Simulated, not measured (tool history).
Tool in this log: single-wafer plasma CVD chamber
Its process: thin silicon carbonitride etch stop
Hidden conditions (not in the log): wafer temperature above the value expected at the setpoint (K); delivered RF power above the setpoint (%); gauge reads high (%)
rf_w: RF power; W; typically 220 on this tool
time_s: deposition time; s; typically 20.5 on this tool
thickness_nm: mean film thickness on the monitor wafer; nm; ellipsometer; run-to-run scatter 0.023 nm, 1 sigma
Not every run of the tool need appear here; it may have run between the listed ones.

run	hour	rf_w	time_s	wafers since the last listed run	hours since the last thermocouple change	hours since the last RF generator calibration	hours since the showerhead was replaced	hours since the gauge calibration	read-back reference wafer on the same gauge, thickness_nm	thickness_nm
1	0.0	220	21.8	0	507.4	2565.0	5394.6	19.6	12.309	13.838
2	30.1	220	21.8	1198	537.5	2595.1	5424.7	49.7	12.297	13.818
3	63.7	220	20.5	1337	571.1	2628.7	5458.3	83.3	12.300	13.028
4	86.3	220	20.5	899	593.7	2651.3	5480.9	105.9	12.293	12.999
5	121.4	220	20.5	1397	628.8	2686.4	5516.0	141.0	12.309	12.997
6	140.4	220	20.5	756	647.8	2705.4	5535.0	160.0	12.304	12.949
7	160.7	220	20.5	808	668.1	2725.7	5555.3	180.3	12.308	12.967
8	187.1	220	20.5	1051	694.5	2752.1	5581.7	206.7	12.314	12.996
# hour 201.1: RF generator calibrated
9	215.8	220	20.5	824	723.2	14.7	5610.4	235.4	12.310	13.435
10	236.1	220	17.8	808	743.5	35.0	5630.7	255.7	12.305	11.681
# hour 246.2: showerhead replaced
11	248.6	220	20.5	179	756.0	47.5	2.4	268.2	12.298	13.456
12	263.1	220	20.5	577	770.5	62.0	16.9	282.7	12.298	13.424
13	281.7	220	20.5	740	789.1	80.6	35.5	301.3	12.314	13.402
14	295.1	220	20.5	533	802.5	94.0	48.9	314.7	12.310	13.456
15	307.5	180	21.7	493	814.9	106.4	61.3	327.1	12.296	13.124
16	333.9	220	20.5	1051	841.3	132.8	87.7	353.5	12.295	13.431
# hour 360.3: thermocouple changed; heater temperature recalibrated
17	362.7	255	17.2	828	2.4	161.6	116.5	382.3	12.296	11.938
# hour 386.5: gauge calibrated
18	398.3	190	21.6	1417	38.0	197.2	152.1	11.8	12.303	13.371
19	410.6	260	20.5	489	50.3	209.5	164.4	24.1	12.306	14.271
20	441.0	220	20.5	1210	80.7	239.9	194.8	54.5	12.310	13.425
21	462.5	205	17.5	855	102.2	261.4	216.3	76.0	12.316	11.113
22	475.6	180	17.9	521	115.3	274.5	229.4	89.1	12.316	10.801
23	501.2	185	23.4	1019	140.9	300.1	255.0	114.7	12.297	14.211
24	519.0	220	20.5	708	158.7	317.9	272.8	132.5	12.295	13.385
25	553.2	240	19.3	1361	192.9	352.1	307.0	166.7	12.306	13.042
26	581.7	240	20.5	1134	221.4	380.6	335.5	195.2	12.299	13.847
27	617.4	220	20.5	1421	257.1	416.3	371.2	230.9	12.306	13.364
28	650.9	220	20.5	1333	290.6	449.8	404.7	264.4	12.304	13.383

Forecast each of these 3 alternatives for the next run:
A	651.3	220	18.5	15	291.0	450.2	405.1	264.8	?	?
B	651.3	230	24.0	15	291.0	450.2	405.1	264.8	?	?
C	651.3	265	20.5	15	291.0	450.2	405.1	264.8	?	?

run	read-back reference wafer on the same gauge, thickness_nm	thickness_nm
A	12.304	12.036
B	12.304	15.884
C	12.304	14.311
With the hidden condition removed and each run's random variation left untouched, the same runs would have given:
run	thickness_nm
A	12.125
B	16.001
C	14.417
